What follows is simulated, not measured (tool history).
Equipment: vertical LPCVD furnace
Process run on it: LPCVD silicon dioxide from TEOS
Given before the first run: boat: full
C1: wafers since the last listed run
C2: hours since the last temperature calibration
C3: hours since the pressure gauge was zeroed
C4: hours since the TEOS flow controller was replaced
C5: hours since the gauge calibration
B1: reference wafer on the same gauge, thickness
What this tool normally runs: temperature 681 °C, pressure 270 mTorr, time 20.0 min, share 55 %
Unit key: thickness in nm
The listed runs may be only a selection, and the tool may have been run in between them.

Run 1, hour 0.0: usual settings but time 25.0 min; C1 0; C2 3406.1; C3 4643.3; C4 4394.9; C5 698.7; B1 91.11. Result: thickness 113.16 nm.
Run 2, hour 22.2: usual settings but share 62 %; C1 408; C2 3428.3; C3 4665.5; C4 4417.1; C5 720.9; B1 91.08. Result: thickness 96.83 nm.
Run 3, hour 44.4: usual settings but pressure 290 mTorr; C1 408; C2 3450.5; C3 4687.7; C4 4439.3; C5 743.1; B1 91.06. Result: thickness 93.33 nm.
Run 4, hour 63.7: usual settings; C1 354; C2 3469.8; C3 4707.0; C4 4458.6; C5 762.4; B1 91.08. Result: thickness 90.56 nm.
At hour 96.6: TEOS flow controller replaced.
Run 5, hour 97.1: usual settings; C1 172; C2 3503.2; C3 4740.4; C4 0.5; C5 795.8; B1 91.04. Result: thickness 90.72 nm.
Run 6, hour 101.1: usual settings; C1 73; C2 3507.2; C3 4744.4; C4 4.5; C5 799.8; B1 91.07. Result: thickness 90.82 nm.
Run 7, hour 108.4: usual settings but temperature 676 °C; C1 134; C2 3514.5; C3 4751.7; C4 11.8; C5 807.1; B1 91.11. Result: thickness 80.13 nm.
Run 8, hour 124.0: usual settings; C1 286; C2 3530.1; C3 4767.3; C4 27.4; C5 822.7; B1 91.18. Result: thickness 90.72 nm.
Run 9, hour 153.8: usual settings; C1 547; C2 3559.9; C3 4797.1; C4 57.2; C5 852.5; B1 91.10. Result: thickness 90.97 nm.
Run 10, hour 167.6: usual settings; C1 253; C2 3573.7; C3 4810.9; C4 71.0; C5 866.3; B1 91.19. Result: thickness 91.35 nm.
Run 11, hour 198.0: usual settings but pressure 305 mTorr; C1 558; C2 3604.1; C3 4841.3; C4 101.4; C5 896.7; B1 91.10. Result: thickness 96.23 nm.
At hour 230.9: gauge calibrated.
At hour 235.8: pressure gauge zeroed.
Run 12, hour 236.3: usual settings but pressure 325 mTorr, time 13.5 min, share 49 %; C1 262; C2 3642.4; C3 0.5; C4 139.7; C5 5.4; B1 91.09. Result: thickness 63.38 nm.
Run 13, hour 242.4: usual settings; C1 112; C2 3648.5; C3 6.6; C4 145.8; C5 11.5; B1 91.12. Result: thickness 91.34 nm.
Run 14, hour 258.5: usual settings but share 62 %; C1 295; C2 3664.6; C3 22.7; C4 161.9; C5 27.6; B1 91.13. Result: thickness 96.55 nm.
Run 15, hour 271.2: usual settings; C1 233; C2 3677.3; C3 35.4; C4 174.6; C5 40.3; B1 91.10. Result: thickness 91.18 nm.
Run 16, hour 298.5: usual settings but temperature 673 °C; C1 501; C2 3704.6; C3 62.7; C4 201.9; C5 67.6; B1 91.17. Result: thickness 75.30 nm.
Run 17, hour 326.8: usual settings but temperature 691 °C, share 64 %; C1 520; C2 3732.9; C3 91.0; C4 230.2; C5 95.9; B1 90.96. Result: thickness 124.45 nm.
Run 18, hour 352.2: usual settings but temperature 675 °C, share 52 %; C1 466; C2 3758.3; C3 116.4; C4 255.6; C5 121.3; B1 90.96. Result: thickness 76.93 nm.
Run 19, hour 367.0: usual settings but temperature 685 °C, pressure 330 mTorr, time 12.5 min, share 45 %; C1 272; C2 3773.1; C3 131.2; C4 270.4; C5 136.1; B1 91.04. Result: thickness 62.29 nm.
At hour 397.1: thermocouples replaced and temperature profile calibrated.
Run 20, hour 397.6: usual settings but pressure 220 mTorr; C1 121; C2 0.5; C3 161.8; C4 301.0; C5 166.7; B1 91.06. Result: thickness 73.65 nm.
Run 21, hour 406.5: usual settings but temperature 674 °C, share 45 %; C1 163; C2 9.4; C3 170.7; C4 309.9; C5 175.6; B1 91.10. Result: thickness 62.61 nm.
Run 22, hour 424.9: usual settings; C1 338; C2 27.8; C3 189.1; C4 328.3; C5 194.0; B1 91.11. Result: thickness 82.32 nm.
Run 23, hour 443.7: usual settings; C1 345; C2 46.6; C3 207.9; C4 347.1; C5 212.8; B1 91.09. Result: thickness 82.75 nm.
Run 24, hour 477.5: usual settings but share 63 %; C1 621; C2 80.4; C3 241.7; C4 380.9; C5 246.6; B1 91.14. Result: thickness 89.02 nm.
Run 25, hour 545.4: usual settings; C1 1248; C2 148.3; C3 309.6; C4 448.8; C5 314.5; B1 91.06. Result: thickness 83.27 nm.
Run 26, hour 578.7: usual settings but temperature 689 °C, share 46 %; C1 612; C2 181.6; C3 342.9; C4 482.1; C5 347.8; B1 91.09. Result: thickness 92.12 nm.
Run 27, hour 613.2: usual settings but share 63 %; C1 634; C2 216.1; C3 377.4; C4 516.6; C5 382.3; B1 91.05. Result: thickness 89.15 nm.
Run 28, hour 638.5: usual settings but pressure 225 mTorr, time 12.5 min, share 51 %; C1 465; C2 241.4; C3 402.7; C4 541.9; C5 407.6; B1 91.09. Result: thickness 46.11 nm.
Run 29, hour 651.7: usual settings but temperature 690 °C; C1 242; C2 254.6; C3 415.9; C4 555.1; C5 420.8; B1 91.05. Result: thickness 104.37 nm.
Run 30, hour 683.4: usual settings but pressure 330 mTorr; C1 582; C2 286.3; C3 447.6; C4 586.8; C5 452.5; B1 91.11. Result: thickness 92.91 nm.

Predict each of these 5 candidate next runs independently; none follows another, all start after run 30:
Run A, hour 687.5: usual settings; C1 75; C2 290.4; C3 451.7; C4 590.9; C5 456.6; B1 ?. Result: thickness ?.
Run B, hour 687.5: usual settings but time 25.0 min, share 51 %; C1 75; C2 290.4; C3 451.7; C4 590.9; C5 456.6; B1 ?. Result: thickness ?.
Run C, hour 687.5: usual settings but share 64 %; C1 75; C2 290.4; C3 451.7; C4 590.9; C5 456.6; B1 ?. Result: thickness ?.
Run D, hour 687.5: usual settings but temperature 670 °C; C1 75; C2 290.4; C3 451.7; C4 590.9; C5 456.6; B1 ?. Result: thickness ?.
Run E, hour 687.5: usual settings but temperature 678 °C, share 64 %; C1 75; C2 290.4; C3 451.7; C4 590.9; C5 456.6; B1 ?. Result: thickness ?.

run     B1  thickness
  A  91.06      83.99
  B  91.06     101.10
  C  91.06      90.60
  D  91.06      64.21
  E  91.06      84.26
Without the tool's unlogged condition, the same runs would have read:
run  thickness
  A      81.15
  B      97.68
  C      87.53
  D      61.98
  E      81.38
